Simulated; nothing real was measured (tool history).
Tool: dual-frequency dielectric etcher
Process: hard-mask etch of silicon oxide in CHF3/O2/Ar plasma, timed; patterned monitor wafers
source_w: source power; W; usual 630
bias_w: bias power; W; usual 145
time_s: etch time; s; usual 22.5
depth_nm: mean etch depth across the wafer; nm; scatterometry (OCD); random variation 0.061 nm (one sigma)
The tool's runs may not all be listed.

run	hour	source_w	bias_w	time_s	wafers since the last listed run	hours since the last wet clean	hours since the last source power generator calibration	hours since the last bias power generator calibration	hours since the last upper electrode change	hours since the gauge calibration	read-back reference wafer on the same gauge, depth_nm	depth_nm
1	0.0	720	158	22.5	0	364.8	3498.4	5266.1	6400.4	55.5	39.50	44.81
2	9.6	720	158	22.5	182	374.4	3508.0	5275.7	6410.0	65.1	39.50	44.75
3	16.5	720	158	22.5	131	381.3	3514.9	5282.6	6416.9	72.0	39.52	44.88
4	30.4	630	145	22.5	264	395.2	3528.8	5296.5	6430.8	85.9	39.50	39.94
5	39.5	630	145	22.5	173	404.3	3537.9	5305.6	6439.9	95.0	39.49	40.02
6	49.9	630	116	22.5	198	414.7	3548.3	5316.0	6450.3	105.4	39.48	36.31
7	66.0	630	116	22.5	306	430.8	3564.4	5332.1	6466.4	121.5	39.50	36.37
8	74.4	630	116	22.5	160	439.2	3572.8	5340.5	6474.8	129.9	39.49	36.41
# hour 96.3: bias power generator calibrated
# hour 99.1: upper electrode replaced
9	99.6	630	145	22.5	350	464.4	3598.0	3.3	0.5	155.1	39.48	39.89
10	99.9	630	165	22.5	5	464.7	3598.3	3.6	0.8	155.4	39.49	41.93
11	136.2	630	145	22.5	691	501.0	3634.6	39.9	37.1	191.7	39.49	39.79
12	145.7	630	145	27.0	180	510.5	3644.1	49.4	46.6	201.2	39.49	47.69
13	153.8	690	167	20.0	154	518.6	3652.2	57.5	54.7	209.3	39.51	39.66
# hour 181.4: wet clean of the chamber
14	181.9	630	145	22.5	78	0.5	3680.3	85.6	82.8	237.4	39.49	40.79
15	182.3	550	172	28.0	7	0.9	3680.7	86.0	83.2	237.8	39.50	49.96
16	186.6	630	145	22.5	81	5.2	3685.0	90.3	87.5	242.1	39.51	40.77
17	223.2	630	157	22.5	697	41.8	3721.6	126.9	124.1	278.7	39.49	42.08
# hour 224.9: gauge calibrated
18	236.2	540	145	15.5	247	54.8	3734.6	139.9	137.1	11.3	39.51	25.41
19	249.5	590	155	22.5	253	68.1	3747.9	153.2	150.4	24.6	39.51	40.22
20	256.5	740	145	26.5	133	75.1	3754.9	160.2	157.4	31.6	39.53	52.80
# hour 265.4: source power generator calibrated
21	270.1	780	145	17.5	182	88.7	4.7	173.8	171.0	45.2	39.51	35.89
22	286.0	480	135	26.5	302	104.6	20.6	189.7	186.9	61.1	39.48	38.60
23	301.0	500	123	25.0	285	119.6	35.6	204.7	201.9	76.1	39.51	36.04
24	318.1	720	158	22.5	325	136.7	52.7	221.8	219.0	93.2	39.49	45.71
25	333.9	590	145	22.5	300	152.5	68.5	237.6	234.8	109.0	39.49	39.00
26	340.1	720	120	22.5	118	158.7	74.7	243.8	241.0	115.2	39.50	40.71
27	352.2	550	145	28.5	230	170.8	86.8	255.9	253.1	127.3	39.49	47.14
28	369.5	760	145	25.0	329	188.1	104.1	273.2	270.4	144.6	39.49	50.49
29	385.0	720	158	22.5	295	203.6	119.6	288.7	285.9	160.1	39.52	45.52

The next listed run, before its measurement:
30	399.2	490	179	25.5	270	217.8	133.8	302.9	300.1	174.3	?	?

read-back reference wafer on the same gauge, depth_nm: 39.52
depth_nm: 42.50 nm
Without the tool's hidden state the same run would have given depth_nm 42.66 nm.
